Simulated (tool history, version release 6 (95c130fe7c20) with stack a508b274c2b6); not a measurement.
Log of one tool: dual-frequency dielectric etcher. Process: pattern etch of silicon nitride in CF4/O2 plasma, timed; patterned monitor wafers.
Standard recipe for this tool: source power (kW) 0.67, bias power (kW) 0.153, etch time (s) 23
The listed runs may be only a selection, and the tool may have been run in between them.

run	hour	source power (kW)	bias power (kW)	etch time (s)	read-back reference wafer on the same gauge, depth_nm	mean etch depth across the wafer (nm)
1	0	0.67	0.153	23	57.6	59.2
2	25.2	0.67	0.153	23	57.6	59.1
3	46.9	0.67	0.153	20	57.6	51.7
4	76.1	0.67	0.153	20	57.6	51.5
5	109.3	0.67	0.153	20	57.6	51.6
6	132.1	0.67	0.143	23	57.6	58.4
7	148.3	0.67	0.143	23	57.6	58.2
# hour 158.3: source power generator calibrated
8	163.4	0.67	0.153	23	57.6	61.7
# hour 179.9: bias power generator calibrated
# hour 190.4: gauge calibrated
# hour 221: upper electrode replaced
9	221.5	0.67	0.153	23	57.6	61.8
10	221.9	0.67	0.153	23	57.6	61.8
11	231.6	0.52	0.153	28	57.6	57.1
# hour 266.5: wet clean of the chamber
12	267	0.67	0.153	23	57.6	60.2
13	280.6	0.52	0.181	26	57.6	54.1
14	304.6	0.67	0.177	23	57.6	62.6
15	322.9	0.67	0.187	21	57.6	57.9
16	344.1	0.67	0.153	19	57.6	49.8

Exercise: give the hidden state of the tool at every run:
bias power that arrives over what is set, %: 0 across all the runs
gauge reads high (%): 0 across all the runs
H1: etch rate over this chamber's usual, %
H2: source power that arrives over what is set, %
run	H1	H2
1	1.31	-3.87
2	1.4	-3.94
3	1.48	-4
4	1.59	-4.07
5	1.71	-4.16
6	1.79	-4.22
7	1.85	-4.26
8	1.91	-0.793
9	2.12	-0.795
10	2.12	-0.795
11	2.15	-0.795
12	-0.36	-0.798
13	-0.31	-0.8
14	-0.223	-0.803
15	-0.157	-0.805
16	-0.08	-0.809

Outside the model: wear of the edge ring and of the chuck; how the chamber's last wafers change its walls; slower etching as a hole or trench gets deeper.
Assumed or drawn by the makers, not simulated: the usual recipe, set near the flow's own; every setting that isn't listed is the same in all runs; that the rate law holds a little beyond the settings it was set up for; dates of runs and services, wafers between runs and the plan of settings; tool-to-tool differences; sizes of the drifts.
